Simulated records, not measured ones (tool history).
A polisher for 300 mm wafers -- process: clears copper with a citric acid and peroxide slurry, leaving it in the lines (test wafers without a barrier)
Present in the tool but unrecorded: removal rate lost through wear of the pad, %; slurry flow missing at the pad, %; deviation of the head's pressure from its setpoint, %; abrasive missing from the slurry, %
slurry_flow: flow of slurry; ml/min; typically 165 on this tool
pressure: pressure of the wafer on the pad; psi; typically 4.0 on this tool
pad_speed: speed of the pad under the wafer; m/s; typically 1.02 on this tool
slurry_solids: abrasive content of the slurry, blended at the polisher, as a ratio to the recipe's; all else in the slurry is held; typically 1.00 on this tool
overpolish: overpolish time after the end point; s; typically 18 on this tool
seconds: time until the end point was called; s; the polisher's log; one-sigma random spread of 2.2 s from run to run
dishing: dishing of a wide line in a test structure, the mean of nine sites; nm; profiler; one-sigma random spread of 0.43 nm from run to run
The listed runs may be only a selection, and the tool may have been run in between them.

run	day	slurry_flow	pressure	pad_speed	slurry_solids	overpolish	wafers since the last listed run	wafers polished on this pad	hours since the slurry nozzle was cleaned	hours since the head pressure was calibrated	hours since the slurry blender was calibrated	incoming thickness of the incoming film, nm	seconds	dishing
1	0.000	165	4.0	1.02	1.00	18	0	519	330.5	560.0	78.8	325.1	127.0	39.9
2	0.567	165	4.0	1.02	1.00	18	95	615	344.1	573.6	92.4	316.3	124.7	39.0
3	1.254	165	4.0	1.02	1.00	18	115	731	360.6	590.1	108.9	318.3	126.0	39.4
4	2.121	165	4.0	1.02	1.00	18	146	877	381.4	610.9	129.7	320.0	128.6	38.8
# day 2.429: worn pad replaced by a new one
# day 2.471: slurry nozzle cleaned
5	3.275	165	4.0	1.02	1.00	18	159	135	19.3	638.6	157.4	325.7	130.0	38.1
6	4.367	165	4.0	1.02	1.00	18	184	319	45.5	664.8	183.6	323.9	135.2	38.9
7	5.096	165	4.0	1.02	1.00	18	122	442	63.0	682.3	201.1	318.2	134.5	38.3
8	5.767	165	4.0	1.02	1.00	18	113	555	79.1	698.4	217.2	323.5	135.3	37.8
9	6.950	165	4.0	1.02	1.00	18	199	755	107.5	726.8	245.6	318.2	133.2	37.0
# day 8.046: worn pad replaced by a new one
10	8.254	165	4.0	1.02	1.00	18	191	34	138.8	758.1	276.9	319.1	134.1	36.8
11	9.371	165	4.0	1.02	1.00	18	188	223	165.6	784.9	303.7	318.3	142.2	36.6
# day 10.138: slurry blender recalibrated
12	10.308	165	4.0	1.02	1.00	18	143	367	188.1	807.4	4.1	319.1	127.6	39.3
13	11.350	165	4.0	1.02	1.00	18	175	542	213.1	832.4	29.1	315.1	127.0	39.1
14	12.808	190	5.2	1.02	0.80	29	245	788	248.1	867.4	64.1	321.6	101.2	69.2
15	13.617	165	3.5	1.02	1.00	11	136	924	267.5	886.8	83.5	319.7	149.8	21.8
# day 14.717: worn pad replaced by a new one
16	17.092	165	5.4	1.02	0.90	27	557	400	350.9	970.2	166.9	324.3	106.5	66.5
# day 18.858: head pressure recalibrated
# day 19.121: slurry nozzle cleaned
17	19.912	185	4.0	1.02	1.00	23	454	854	19.0	25.3	234.6	317.2	118.6	48.8
18	21.133	165	4.0	1.02	1.00	8	205	1060	48.3	54.6	263.9	325.7	129.2	18.8
# day 21.329: slurry blender recalibrated
# day 21.688: worn pad replaced by a new one
19	21.742	145	4.0	1.02	0.75	18	60	9	62.9	69.2	9.9	317.0	128.9	38.1
20	22.788	165	4.6	1.02	0.85	18	176	185	88.0	94.3	35.0	320.0	107.3	44.2
21	23.850	115	4.0	1.02	1.00	18	179	364	113.5	119.8	60.5	318.7	126.0	39.6
22	24.721	165	4.0	1.02	1.00	18	146	511	134.4	140.7	81.4	314.4	122.6	40.3
23	25.904	165	4.0	1.02	1.00	18	199	710	162.8	169.1	109.8	323.0	123.6	39.8
24	26.800	110	4.0	1.02	1.20	12	151	861	184.3	190.6	131.3	316.8	124.4	27.1
# day 28.079: worn pad replaced by a new one
25	28.283	165	3.2	1.02	1.00	13	221	34	219.9	226.2	166.9	315.4	152.6	24.3
26	29.517	165	4.0	1.14	0.90	18	207	242	249.5	255.8	196.5	318.7	115.4	42.2

4 ways to go on from here, each from the tool as it stands after run 26. What would each give?
A	29.538	165	4.0	1.02	1.00	18	3	246	250.0	256.3	197.0	322.3	?	?
B	29.538	165	4.0	1.02	1.00	26	3	246	250.0	256.3	197.0	322.3	?	?
C	29.538	130	2.7	1.02	1.00	18	3	246	250.0	256.3	197.0	322.3	?	?
D	29.538	190	4.0	1.02	1.00	18	3	246	250.0	256.3	197.0	322.3	?	?

run	seconds	dishing
A	126.4	38.7
B	126.4	52.7
C	191.9	26.4
D	124.0	39.4
Without the tool's unlogged condition, the same runs would have read:
run	seconds	dishing
A	115.0	42.1
B	115.0	57.0
C	174.6	28.8
D	112.8	42.8
